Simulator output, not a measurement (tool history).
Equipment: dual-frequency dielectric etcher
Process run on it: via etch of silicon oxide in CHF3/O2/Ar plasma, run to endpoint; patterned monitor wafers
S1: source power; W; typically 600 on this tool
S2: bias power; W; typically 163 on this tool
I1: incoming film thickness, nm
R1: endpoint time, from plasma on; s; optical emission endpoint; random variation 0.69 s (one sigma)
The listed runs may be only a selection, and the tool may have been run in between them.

run,day,S1,S2,I1,R1
1,0,600,163,443.3,233.7
2,0.538,600,163,438.2,229.8
3,1.271,600,163,435.2,229.4
4,1.767,600,191,443.7,218.4
5,2.383,540,163,441.5,241.5
6,2.833,540,163,444.6,244.6
7,3.396,540,163,443.8,243.3
8,4.054,560,163,441.2,239.6
9,4.662,720,135,447.6,239.3
10,5.138,600,163,447.8,238.1
11,5.567,480,146,438.5,263.8
12,5.946,480,146,440.8,263.7
13,6.417,600,193,441.4,218.4
14,7.15,680,132,443.3,244.9
15,7.529,600,134,445,259.3
# day 8.062: bias power generator calibrated
16,8.112,690,136,445,244.7
17,8.854,690,136,439.7,240.3
# day 9.912: upper electrode replaced
18,9.933,600,163,445,236.8
19,9.95,600,163,438.1,233.6
20,10.238,640,133,441.7,251.7
21,10.983,600,163,438.2,233.3
22,11.317,650,187,440.2,217.1
23,11.892,600,163,440.9,237.2
24,13.162,510,196,440.2,230.9

Run 25, settings as shown, results not yet in. Your forecast:
# day 13.854: source power generator calibrated
25,13.892,700,147,441.2,?

R1: 233.6 s
Take away the tool's hidden state, keep the run-to-run variation as it was, and the same run would have given R1 226 s.

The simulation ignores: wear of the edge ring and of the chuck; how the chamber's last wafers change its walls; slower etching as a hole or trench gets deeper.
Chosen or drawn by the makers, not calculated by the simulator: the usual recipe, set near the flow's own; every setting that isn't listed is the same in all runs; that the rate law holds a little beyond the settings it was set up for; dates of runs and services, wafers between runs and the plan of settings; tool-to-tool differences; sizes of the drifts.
